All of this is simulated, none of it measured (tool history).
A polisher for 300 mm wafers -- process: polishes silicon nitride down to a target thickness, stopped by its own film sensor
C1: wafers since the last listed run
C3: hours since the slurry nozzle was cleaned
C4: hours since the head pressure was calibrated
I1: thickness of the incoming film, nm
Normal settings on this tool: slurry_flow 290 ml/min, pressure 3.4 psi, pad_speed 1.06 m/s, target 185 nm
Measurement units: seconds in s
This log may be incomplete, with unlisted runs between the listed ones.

{"run": 1, "hour": 0.0, "slurry_flow": 335, "pressure": 3.4, "pad_speed": 1.06, "target": 185, "C1": 0, "wafers polished on this pad": 529, "C3": 60, "C4": 524.7, "I1": 331, "seconds": 81.9}
{"hour": 140.6, "done": "worn pad replaced by a new one"}
{"run": 2, "hour": 167.3, "slurry_flow": 335, "pressure": 3.4, "pad_speed": 1.06, "target": 185, "C1": 1387, "wafers polished on this pad": 226, "C3": 227.3, "C4": 692, "I1": 323.2, "seconds": 76.1}
{"run": 3, "hour": 218.0, "slurry_flow": 335, "pressure": 3.4, "pad_speed": 1.06, "target": 185, "C1": 430, "wafers polished on this pad": 657, "C3": 278, "C4": 742.7, "I1": 327.5, "seconds": 77.6}
{"run": 4, "hour": 270.8, "slurry_flow": 250, "pressure": 3.1, "pad_speed": 1.06, "target": 185, "C1": 448, "wafers polished on this pad": 1106, "C3": 330.8, "C4": 795.5, "I1": 328.6, "seconds": 86.2}
{"run": 5, "hour": 294.8, "slurry_flow": 290, "pressure": 3.4, "pad_speed": 1.06, "target": 185, "C1": 203, "wafers polished on this pad": 1310, "C3": 354.8, "C4": 819.5, "I1": 329, "seconds": 77.9}
{"hour": 308.0, "done": "slurry nozzle cleaned"}
{"hour": 310.5, "done": "worn pad replaced by a new one"}
{"run": 6, "hour": 338.1, "slurry_flow": 290, "pressure": 3.4, "pad_speed": 1.06, "target": 185, "C1": 338, "wafers polished on this pad": 234, "C3": 30.1, "C4": 862.8, "I1": 327.4, "seconds": 79}
{"run": 7, "hour": 389.3, "slurry_flow": 290, "pressure": 3.8, "pad_speed": 1.06, "target": 185, "C1": 435, "wafers polished on this pad": 670, "C3": 81.3, "C4": 914, "I1": 332.8, "seconds": 70.4}
{"run": 8, "hour": 426.2, "slurry_flow": 365, "pressure": 3.4, "pad_speed": 1.06, "target": 185, "C1": 313, "wafers polished on this pad": 983, "C3": 118.2, "C4": 950.9, "I1": 329.7, "seconds": 75.7}
{"hour": 467.9, "done": "head pressure recalibrated"}
{"hour": 481.5, "done": "worn pad replaced by a new one"}
{"run": 9, "hour": 491.3, "slurry_flow": 290, "pressure": 4.6, "pad_speed": 0.76, "target": 185, "C1": 502, "wafers polished on this pad": 82, "C3": 183.3, "C4": 23.4, "I1": 327.5, "seconds": 80.8}
{"run": 10, "hour": 549.9, "slurry_flow": 290, "pressure": 3.4, "pad_speed": 1.06, "target": 185, "C1": 498, "wafers polished on this pad": 581, "C3": 241.9, "C4": 82, "I1": 334.7, "seconds": 84.8}
{"run": 11, "hour": 603.8, "slurry_flow": 360, "pressure": 3.9, "pad_speed": 1.26, "target": 208, "C1": 458, "wafers polished on this pad": 1039, "C3": 295.8, "C4": 135.9, "I1": 333.1, "seconds": 52.7}
{"hour": 649.5, "done": "slurry nozzle cleaned"}
{"hour": 654.3, "done": "worn pad replaced by a new one"}
{"run": 12, "hour": 655.3, "slurry_flow": 245, "pressure": 3.4, "pad_speed": 1.18, "target": 215, "C1": 395, "wafers polished on this pad": 8, "C3": 5.8, "C4": 187.4, "I1": 333.2, "seconds": 62.1}
{"run": 13, "hour": 706.3, "slurry_flow": 290, "pressure": 3.4, "pad_speed": 1.06, "target": 185, "C1": 433, "wafers polished on this pad": 441, "C3": 56.8, "C4": 238.4, "I1": 327.6, "seconds": 83.6}
{"run": 14, "hour": 751.5, "slurry_flow": 380, "pressure": 3.4, "pad_speed": 1.06, "target": 185, "C1": 384, "wafers polished on this pad": 825, "C3": 102, "C4": 283.6, "I1": 329.1, "seconds": 79.7}
{"run": 15, "hour": 802.8, "slurry_flow": 365, "pressure": 2.9, "pad_speed": 0.76, "target": 164, "C1": 436, "wafers polished on this pad": 1261, "C3": 153.3, "C4": 334.9, "I1": 326.8, "seconds": 139.8}
{"run": 16, "hour": 855.3, "slurry_flow": 290, "pressure": 3.4, "pad_speed": 1.06, "target": 155, "C1": 446, "wafers polished on this pad": 1708, "C3": 205.8, "C4": 387.4, "I1": 327.7, "seconds": 101}
{"hour": 862.4, "done": "worn pad replaced by a new one"}
{"run": 17, "hour": 917.9, "slurry_flow": 290, "pressure": 3.8, "pad_speed": 1.06, "target": 233, "C1": 498, "wafers polished on this pad": 471, "C3": 268.4, "C4": 450, "I1": 325.2, "seconds": 47.7}

Each row is a separate what-if for the run after 17, all from the same tool condition, not one after another. Results?
{"run": "A", "hour": 918.3, "slurry_flow": 290, "pressure": 3.4, "pad_speed": 1.06, "target": 185, "C1": 3, "wafers polished on this pad": 474, "C3": 268.8, "C4": 450.4, "I1": 332, "seconds": "?"}
{"run": "B", "hour": 918.3, "slurry_flow": 290, "pressure": 3.1, "pad_speed": 0.78, "target": 185, "C1": 3, "wafers polished on this pad": 474, "C3": 268.8, "C4": 450.4, "I1": 332, "seconds": "?"}
{"run": "C", "hour": 918.3, "slurry_flow": 200, "pressure": 2.4, "pad_speed": 1.4, "target": 162, "C1": 3, "wafers polished on this pad": 474, "C3": 268.8, "C4": 450.4, "I1": 332, "seconds": "?"}
{"run": "D", "hour": 918.3, "slurry_flow": 355, "pressure": 2.7, "pad_speed": 1.06, "target": 146, "C1": 3, "wafers polished on this pad": 474, "C3": 268.8, "C4": 450.4, "I1": 332, "seconds": "?"}
{"run": "E", "hour": 918.3, "slurry_flow": 290, "pressure": 3, "pad_speed": 1.06, "target": 185, "C1": 3, "wafers polished on this pad": 474, "C3": 268.8, "C4": 450.4, "I1": 332, "seconds": "?"}

run=A seconds=82.6
run=B seconds=115.6
run=C seconds=111.8
run=D seconds=128.7
run=E seconds=93.4
Without the tool's hidden state the same runs would have given:
run=A seconds=86.3
run=B seconds=120.7
run=C seconds=116.8
run=D seconds=134.4
run=E seconds=97.5

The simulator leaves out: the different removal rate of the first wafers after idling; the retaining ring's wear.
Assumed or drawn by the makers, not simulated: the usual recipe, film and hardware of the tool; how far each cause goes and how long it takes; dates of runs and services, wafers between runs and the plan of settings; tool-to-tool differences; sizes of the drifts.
